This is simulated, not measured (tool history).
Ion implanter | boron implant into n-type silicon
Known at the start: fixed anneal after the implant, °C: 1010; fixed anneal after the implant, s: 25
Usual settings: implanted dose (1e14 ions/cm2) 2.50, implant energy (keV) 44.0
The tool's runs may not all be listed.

run	hour	implanted dose (1e14 ions/cm2)	implant energy (keV)	wafers since the last listed run	hours since the last dose calibration	hours since the extraction supply was calibrated	hours since the gauge calibration	read-back reference wafer on the same gauge, sheet resistance	sheet resistance of the implanted and annealed layer (ohm/square)
1	0.0	2.94	36.0	0	1774.4	2986.1	644.3	379.39	288.66
2	76.4	2.94	36.0	868	1850.8	3062.5	720.7	379.50	289.79
3	175.2	2.28	44.0	1123	1949.6	3161.3	819.5	379.14	342.11
4	277.7	2.28	44.0	1165	2052.1	3263.8	922.0	378.44	340.98
5	374.1	2.50	44.0	1096	2148.5	3360.2	1018.4	378.98	320.77
6	453.6	2.50	44.0	904	2228.0	3439.7	1097.9	378.20	318.88
7	512.6	2.67	56.0	671	2287.0	3498.7	1156.9	378.27	294.91
8	590.0	2.50	49.5	880	2364.4	3576.1	1234.3	377.74	314.40
9	649.2	2.50	56.0	673	2423.6	3635.3	1293.5	377.54	307.04
10	691.9	2.50	56.0	485	2466.3	3678.0	1336.2	377.79	307.62
# hour 715.3: Faraday cup replaced and dose calibrated
# hour 749.8: extraction supply calibrated
11	795.2	2.50	56.0	992	79.9	45.4	1439.5	378.08	308.56
12	902.7	2.50	56.0	1222	187.4	152.9	1547.0	377.99	307.66
13	973.6	3.02	54.0	806	258.3	223.8	1617.9	378.01	269.65
14	1054.9	2.50	44.0	924	339.6	305.1	1699.2	378.08	316.96
15	1152.0	2.87	35.5	1104	436.7	402.2	1796.3	377.58	295.96
16	1243.0	3.06	33.0	1034	527.7	493.2	1887.3	377.41	282.44
# hour 1280.8: gauge calibrated
17	1326.9	2.03	44.0	954	611.6	577.1	46.1	383.20	378.91
18	1395.5	1.94	44.0	780	680.2	645.7	114.7	382.64	387.60
19	1461.8	2.50	44.0	754	746.5	712.0	181.0	382.17	322.11
20	1537.5	2.03	29.5	860	822.2	787.7	256.7	381.56	395.90
21	1618.5	2.50	44.0	921	903.2	868.7	337.7	381.09	321.06
22	1706.7	2.03	52.5	1003	991.4	956.9	425.9	380.61	364.11
23	1776.8	2.50	44.0	797	1061.5	1027.0	496.0	380.27	318.96

Hidden state at the last listed run before each entry between runs and at the first one after, where it differs:
Between runs 10 and 11: Faraday cup replaced and dose calibrated (hour 715.3); extraction supply calibrated (hour 749.8)
  gauge reads high (%): -1.53 -> -1.56
  measured less the result without the state, sheet resistance of the implanted and annealed layer (ohm/square): -4.79 -> -4.90
Between runs 16 and 17: gauge calibrated (hour 1280.8)
  gauge reads high (%): -1.65 -> -0.203
  measured less the result without the state, sheet resistance of the implanted and annealed layer (ohm/square): -4.74 -> -0.77
